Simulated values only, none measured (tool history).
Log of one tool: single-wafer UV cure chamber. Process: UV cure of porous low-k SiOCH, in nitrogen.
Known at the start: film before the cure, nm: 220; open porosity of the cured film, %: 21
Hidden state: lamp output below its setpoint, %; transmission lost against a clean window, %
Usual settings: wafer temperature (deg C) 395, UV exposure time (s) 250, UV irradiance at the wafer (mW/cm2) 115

run,hour,wafer temperature (deg C),UV exposure time (s),UV irradiance at the wafer (mW/cm2),wafers since the last listed run,hours since the UV bulbs were replaced,wafers since the quartz window was cleaned,loss of film thickness in the cure (%)
1,0.0,395,250,115,0,1280.8,3706,13.635
# hour 43.6: quartz window cleaned
2,62.9,395,250,115,268,1343.7,94,13.554
3,97.5,395,350,115,169,1378.3,263,15.074
4,146.8,395,350,115,241,1427.6,505,15.167
5,197.0,381,180,115,245,1477.8,750,11.382
6,258.0,381,180,115,298,1538.8,1049,11.222
7,284.7,395,250,115,130,1565.5,1179,13.168
8,346.0,395,250,115,300,1626.8,1479,13.168
9,417.8,395,250,115,351,1698.6,1831,13.379
10,451.9,395,250,115,166,1732.7,1998,13.229
11,485.4,395,250,115,163,1766.2,2162,13.130
12,543.8,395,250,105,285,1824.6,2447,12.354
13,581.2,395,250,105,183,1862.0,2630,12.291
14,764.6,395,250,105,897,2045.4,3528,12.625
15,812.1,395,250,115,232,2092.9,3760,12.245
# hour 848.0: quartz window cleaned
16,853.1,395,250,115,161,2133.9,24,12.413
17,918.9,395,250,115,322,2199.7,346,12.432
18,948.5,395,250,115,144,2229.3,491,12.069
19,1001.5,395,250,115,259,2282.3,751,12.153
20,1085.3,395,250,115,410,2366.1,1161,12.424
21,1144.9,395,300,94,291,2425.7,1452,11.935
22,1174.7,395,300,94,145,2455.5,1598,11.862
23,1240.9,395,315,115,323,2521.7,1922,13.295
24,1371.6,395,250,115,639,2652.4,2562,11.681
25,1439.3,395,250,131,331,2720.1,2893,12.379
26,1492.8,382,315,131,261,2773.6,3155,13.104
# hour 1527.6: UV bulbs replaced
27,1528.1,386,100,145,133,0.5,3289,10.292
# hour 1575.4: quartz window cleaned
28,1576.9,395,250,115,199,49.3,7,13.882
29,1644.5,379,120,150,330,116.9,337,10.955
30,1697.9,377,400,130,261,170.3,599,16.382
31,1758.6,379,250,148,297,231.0,896,14.586
32,1791.0,384,250,115,158,263.4,1054,13.455
33,1819.9,395,250,154,141,292.3,1196,14.879
34,1844.3,411,250,138,119,316.7,1315,15.036
35,1870.6,395,250,97,128,343.0,1444,12.480
36,1915.9,409,370,129,221,388.3,1666,16.404
37,1954.1,395,250,115,186,426.5,1853,13.723
38,2010.3,409,370,129,275,482.7,2128,16.428
39,2062.1,411,390,99,253,534.5,2381,15.400
40,2100.0,395,250,115,185,572.4,2567,13.744
41,2129.2,395,395,129,142,601.6,2710,16.520
42,2164.7,406,170,115,173,637.1,2883,11.803
43,2194.6,414,115,102,146,667.0,3030,9.651
44,2229.3,390,315,79,169,701.7,3199,12.795

Some steps in loss of film thickness in the cure (%) between neighbouring runs. How much of each would the tool show without its hidden state too (settings, what came in, random variation), and how much is left for the hidden state, with any gauge scatter that isn't in both results?
Run 13 -> 14: no setting changed, nothing entered. loss of film thickness in the cure (%) +0.334: hidden state -0.251, all else +0.585.
Run 22 -> 23: UV exposure time (s) 300 -> 315, UV irradiance at the wafer (mW/cm2) 94 -> 115. loss of film thickness in the cure (%) +1.433: hidden state -0.199, all else +1.632.
Run 26 -> 27: wafer temperature (deg C) 382 -> 386, UV exposure time (s) 315 -> 100, UV irradiance at the wafer (mW/cm2) 131 -> 145, UV bulbs replaced. loss of film thickness in the cure (%) -2.812: hidden state +2.240, all else -5.052.
Run 29 -> 30: wafer temperature (deg C) 379 -> 377, UV exposure time (s) 120 -> 400, UV irradiance at the wafer (mW/cm2) 150 -> 130. loss of film thickness in the cure (%) +5.427: hidden state -0.031, all else +5.458.
Run 35 -> 36: wafer temperature (deg C) 395 -> 409, UV exposure time (s) 250 -> 370, UV irradiance at the wafer (mW/cm2) 97 -> 129. loss of film thickness in the cure (%) +3.924: hidden state -0.027, all else +3.951.
Run 41 -> 42: wafer temperature (deg C) 395 -> 406, UV exposure time (s) 395 -> 170, UV irradiance at the wafer (mW/cm2) 129 -> 115. loss of film thickness in the cure (%) -4.717: hidden state +0.016, all else -4.733.
